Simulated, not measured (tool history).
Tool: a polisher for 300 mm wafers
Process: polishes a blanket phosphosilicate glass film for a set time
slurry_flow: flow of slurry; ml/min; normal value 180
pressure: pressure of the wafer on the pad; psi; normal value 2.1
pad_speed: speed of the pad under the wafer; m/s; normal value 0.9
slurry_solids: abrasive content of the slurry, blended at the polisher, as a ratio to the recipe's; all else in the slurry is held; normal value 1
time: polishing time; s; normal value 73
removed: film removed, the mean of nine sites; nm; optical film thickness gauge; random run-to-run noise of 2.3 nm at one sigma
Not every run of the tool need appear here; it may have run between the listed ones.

run     day  slurry_flow  pressure  pad_speed  slurry_solids  time  incoming thickness of the incoming film, nm  removed
  1       0          220       2.1        0.9              1    73                                       3132.7    324.7
      2.504  -- slurry nozzle cleaned
  2   3.858          220       2.1        0.9              1    73                                       3201.1    323.5
  3   5.738          220       2.1        0.9              1    73                                       3132.9    324.4
      6.783  -- slurry blender recalibrated
      8.967  -- worn pad replaced by a new one
     12.596  -- conditioning disc replaced and pad reconditioned
  4  18.104          180       2.1        0.9              1    73                                       3193.8    312.2
  5  21.671          180       2.1        0.9              1    73                                       3110.1    312.5
     21.829  -- slurry blender recalibrated
     24.712  -- worn pad replaced by a new one
  6  26.038          180       2.1        0.9              1    73                                       3171.9      312
     26.417  -- slurry nozzle cleaned
  7  29.858          180       2.1        0.9              1    73                                       3173.9    310.3
     32.771  -- conditioning disc replaced and pad reconditioned
  8  34.075          180       2.1        0.9              1    73                                         3182    310.8
  9  35.838          180       2.1        0.9              1    73                                       3209.9    314.2
 10  39.171          180       2.1        0.9              1    73                                       3141.7    313.6
     39.633  -- slurry blender recalibrated
     42.662  -- worn pad replaced by a new one
     42.975  -- head pressure recalibrated
 11  43.379          180       2.1       1.12              1    73                                       3113.9    354.5
     45.717  -- slurry nozzle cleaned
 12  47.792          220       2.1        0.9              1    73                                       3111.4    317.4
     51.225  -- conditioning disc replaced and pad reconditioned
 13  52.212          140       2.1        0.9              1    66                                       3174.5      271
 14  55.217          180       1.8        0.9              1    73                                       3152.8    286.9
     55.358  -- slurry blender recalibrated
 15   59.55          160       2.1        0.6              1    91                                       3209.2    309.6
     60.083  -- worn pad replaced by a new one
 16    63.5          180       2.1       1.12              1    73                                       3158.9    360.1
     64.058  -- slurry nozzle cleaned
 17  66.133          180       2.1        0.9            1.1    99                                       3179.8    440.2
 18  68.004          180       2.1       1.06              1    73                                         3124    346.1
 19  71.346          155       2.3        0.9              1    73                                       3175.9    317.5
     72.404  -- slurry blender recalibrated
 20      75          180       2.1        0.9            0.8    73                                       3166.4    286.7
     75.329  -- conditioning disc replaced and pad reconditioned
     76.717  -- worn pad replaced by a new one
 21  78.096          200       2.1       1.22           0.85    97                                       3183.2    474.7
 22  81.704          180       1.8        0.9           1.15    73                                       3123.6    299.1
 23  83.288          180       2.1        0.9              1    73                                       3187.7    315.8

Each row is a separate what-if for the run after 23, all from the same tool condition, not one after another. Results?
  A  83.308          180       2.1        0.9            0.9    73                                       3182.3        ?
  B  83.308          155       2.1        0.9              1    86                                       3182.3        ?
  C  83.308          220       2.1        1.1            1.2    73                                       3182.3        ?
  D  83.308          160       2.5        0.9           1.25    83                                       3182.3        ?
  E  83.308          180       2.1        0.9           1.15    73                                       3182.3        ?

run  removed
  A      298
  B    355.3
  C    381.7
  D    415.4
  E    325.2
With no hidden state in the tool, these same runs would have given:
run  removed
  A      298
  B    355.3
  C    381.7
  D    415.4
  E    325.2
